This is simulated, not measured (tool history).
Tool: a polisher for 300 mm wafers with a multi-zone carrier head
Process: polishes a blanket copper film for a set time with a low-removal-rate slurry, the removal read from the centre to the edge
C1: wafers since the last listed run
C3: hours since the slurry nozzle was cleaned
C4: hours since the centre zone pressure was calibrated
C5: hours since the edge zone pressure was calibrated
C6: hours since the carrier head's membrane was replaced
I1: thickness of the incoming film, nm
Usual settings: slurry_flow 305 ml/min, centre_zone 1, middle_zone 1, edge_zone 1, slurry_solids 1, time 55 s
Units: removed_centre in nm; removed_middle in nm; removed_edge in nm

run 1 hour=0 | slurry_flow=305 centre_zone=1 middle_zone=1 edge_zone=1 slurry_solids=1 time=55 | C1=0 wafers_polished_on_this_pad=2647 C3=727.4 C4=250.3 C5=801.9 C6=1682.5 | I1=1309.3 | removed_centre=177.9 removed_middle=174 removed_edge=181.2
-- hour=84.6 carrier head's membrane replaced by a new one
-- hour=108.4 worn pad replaced by a new one
run 2 hour=113.8 | slurry_flow=230 centre_zone=1 middle_zone=1 edge_zone=0.94 slurry_solids=0.9 time=66 | C1=977 wafers_polished_on_this_pad=50 C3=841.2 C4=364.1 C5=915.7 C6=29.2 | I1=1289.4 | removed_centre=218.8 removed_middle=226.2 removed_edge=216.8
-- hour=161.4 slurry nozzle cleaned
run 3 hour=171.2 | slurry_flow=265 centre_zone=0.97 middle_zone=1 edge_zone=1 slurry_solids=1 time=55 | C1=525 wafers_polished_on_this_pad=576 C3=9.8 C4=421.5 C5=973.1 C6=86.6 | I1=1298.9 | removed_centre=182.2 removed_middle=182.9 removed_edge=192
run 4 hour=229.7 | slurry_flow=305 centre_zone=1 middle_zone=1 edge_zone=1 slurry_solids=1 time=63 | C1=545 wafers_polished_on_this_pad=1121 C3=68.3 C4=480 C5=1031.6 C6=145.1 | I1=1266.9 | removed_centre=211.4 removed_middle=208.3 removed_edge=207.3
run 5 hour=289.7 | slurry_flow=265 centre_zone=1.03 middle_zone=1 edge_zone=1 slurry_solids=1 time=40 | C1=559 wafers_polished_on_this_pad=1681 C3=128.3 C4=540 C5=1091.6 C6=205.1 | I1=1278.3 | removed_centre=133.8 removed_middle=128.4 removed_edge=131.6
run 6 hour=315.5 | slurry_flow=305 centre_zone=1 middle_zone=0.91 edge_zone=1 slurry_solids=1 time=55 | C1=240 wafers_polished_on_this_pad=1922 C3=154.1 C4=565.8 C5=1117.4 C6=230.9 | I1=1293.2 | removed_centre=180 removed_middle=164.4 removed_edge=178.3
run 7 hour=383.3 | slurry_flow=305 centre_zone=1 middle_zone=1 edge_zone=1 slurry_solids=1 time=42 | C1=632 wafers_polished_on_this_pad=2554 C3=221.9 C4=633.6 C5=1185.2 C6=298.7 | I1=1265 | removed_centre=134.9 removed_middle=134.4 removed_edge=134.1
run 8 hour=409.2 | slurry_flow=305 centre_zone=1 middle_zone=1 edge_zone=1 slurry_solids=1 time=55 | C1=241 wafers_polished_on_this_pad=2795 C3=247.8 C4=659.5 C5=1211.1 C6=324.6 | I1=1289.4 | removed_centre=177.2 removed_middle=170.3 removed_edge=173.9
run 9 hour=444.5 | slurry_flow=380 centre_zone=1.04 middle_zone=1 edge_zone=1.04 slurry_solids=0.8 time=55 | C1=329 wafers_polished_on_this_pad=3125 C3=283.1 C4=694.8 C5=1246.4 C6=359.9 | I1=1302.4 | removed_centre=169.2 removed_middle=166.7 removed_edge=172.6
run 10 hour=473.9 | slurry_flow=305 centre_zone=1 middle_zone=1.06 edge_zone=1 slurry_solids=1 time=68 | C1=274 wafers_polished_on_this_pad=3399 C3=312.5 C4=724.2 C5=1275.8 C6=389.3 | I1=1297 | removed_centre=215.9 removed_middle=224.3 removed_edge=216.7
-- hour=486.7 centre zone pressure recalibrated
run 11 hour=507 | slurry_flow=305 centre_zone=1 middle_zone=1 edge_zone=1 slurry_solids=1 time=55 | C1=290 wafers_polished_on_this_pad=3689 C3=345.6 C4=20.3 C5=1308.9 C6=422.4 | I1=1293.1 | removed_centre=173.5 removed_middle=175.4 removed_edge=177.6
-- hour=555.1 edge zone pressure recalibrated
run 12 hour=589.6 | slurry_flow=305 centre_zone=1 middle_zone=1 edge_zone=1 slurry_solids=1 time=61 | C1=751 wafers_polished_on_this_pad=4440 C3=428.2 C4=102.9 C5=34.5 C6=505 | I1=1259 | removed_centre=191.4 removed_middle=188.6 removed_edge=193.2
run 13 hour=617.9 | slurry_flow=305 centre_zone=1 middle_zone=1 edge_zone=1 slurry_solids=1 time=55 | C1=263 wafers_polished_on_this_pad=4704 C3=456.5 C4=131.2 C5=62.8 C6=533.3 | I1=1278.9 | removed_centre=172 removed_middle=168.7 removed_edge=168.8
-- hour=623.3 worn pad replaced by a new one
run 14 hour=648.8 | slurry_flow=260 centre_zone=1.08 middle_zone=1.05 edge_zone=1 slurry_solids=0.9 time=55 | C1=250 wafers_polished_on_this_pad=237 C3=487.4 C4=162.1 C5=93.7 C6=564.2 | I1=1265.4 | removed_centre=200.2 removed_middle=194.2 removed_edge=186.3
run 15 hour=682 | slurry_flow=305 centre_zone=1 middle_zone=1 edge_zone=1 slurry_solids=1 time=55 | C1=309 wafers_polished_on_this_pad=546 C3=520.6 C4=195.3 C5=126.9 C6=597.4 | I1=1285.3 | removed_centre=188.4 removed_middle=188.6 removed_edge=190.4
run 16 hour=724 | slurry_flow=365 centre_zone=0.9 middle_zone=1 edge_zone=0.89 slurry_solids=1 time=71 | C1=391 wafers_polished_on_this_pad=938 C3=562.6 C4=237.3 C5=168.9 C6=639.4 | I1=1274.2 | removed_centre=215.6 removed_middle=240.7 removed_edge=230.1
run 17 hour=768.4 | slurry_flow=305 centre_zone=1 middle_zone=0.89 edge_zone=1 slurry_solids=0.8 time=48 | C1=414 wafers_polished_on_this_pad=1352 C3=607 C4=281.7 C5=213.3 C6=683.8 | I1=1274.7 | removed_centre=150.6 removed_middle=137.2 removed_edge=154
run 18 hour=824.1 | slurry_flow=305 centre_zone=1 middle_zone=1 edge_zone=1 slurry_solids=1 time=55 | C1=519 wafers_polished_on_this_pad=1872 C3=662.7 C4=337.4 C5=269 C6=739.5 | I1=1267.9 | removed_centre=182.1 removed_middle=177.8 removed_edge=183.2
run 19 hour=951.8 | slurry_flow=305 centre_zone=1 middle_zone=1 edge_zone=1 slurry_solids=1 time=55 | C1=1190 wafers_polished_on_this_pad=3062 C3=790.4 C4=465.1 C5=396.7 C6=867.2 | I1=1272.1 | removed_centre=176.1 removed_middle=176.2 removed_edge=176.5
-- hour=1016.5 slurry nozzle cleaned
run 20 hour=1018.2 | slurry_flow=305 centre_zone=1 middle_zone=1 edge_zone=1 slurry_solids=1 time=55 | C1=609 wafers_polished_on_this_pad=3672 C3=1.7 C4=531.5 C5=463.1 C6=933.6 | I1=1269.8 | removed_centre=173.3 removed_middle=171.9 removed_edge=175.2
run 21 hour=1062.7 | slurry_flow=305 centre_zone=1 middle_zone=1 edge_zone=1 slurry_solids=1.25 time=55 | C1=414 wafers_polished_on_this_pad=4087 C3=46.2 C4=576 C5=507.6 C6=978.1 | I1=1278.6 | removed_centre=181.7 removed_middle=179.9 removed_edge=183
run 22 hour=1102.4 | slurry_flow=370 centre_zone=1 middle_zone=0.96 edge_zone=0.89 slurry_solids=1.1 time=55 | C1=370 wafers_polished_on_this_pad=4457 C3=85.9 C4=615.7 C5=547.3 C6=1017.8 | I1=1263.1 | removed_centre=173.3 removed_middle=174 removed_edge=167.9

Forecast each of these 3 alternatives for the next run:
run A hour=1102.8 | slurry_flow=305 centre_zone=1 middle_zone=1 edge_zone=1 slurry_solids=1 time=55 | C1=3 wafers_polished_on_this_pad=4461 C3=86.3 C4=616.1 C5=547.7 C6=1018.2 | I1=1289.5 | removed_centre=? removed_middle=? removed_edge=?
run B hour=1102.8 | slurry_flow=305 centre_zone=1.1 middle_zone=1 edge_zone=1 slurry_solids=1 time=55 | C1=3 wafers_polished_on_this_pad=4461 C3=86.3 C4=616.1 C5=547.7 C6=1018.2 | I1=1289.5 | removed_centre=? removed_middle=? removed_edge=?
run C hour=1102.8 | slurry_flow=305 centre_zone=1 middle_zone=1.12 edge_zone=1 slurry_solids=0.85 time=44 | C1=3 wafers_polished_on_this_pad=4461 C3=86.3 C4=616.1 C5=547.7 C6=1018.2 | I1=1289.5 | removed_centre=? removed_middle=? removed_edge=?

run=A removed_centre=173 removed_middle=174.2 removed_edge=175.5
run=B removed_centre=190.5 removed_middle=174.1 removed_edge=175.5
run=C removed_centre=133.6 removed_middle=147.8 removed_edge=135.2
Without the tool's hidden state the same runs would have given:
run=A removed_centre=198.5 removed_middle=199.8 removed_edge=201.3
run=B removed_centre=218.5 removed_middle=199.7 removed_edge=201.3
run=C removed_centre=153.3 removed_middle=169.6 removed_edge=155.1
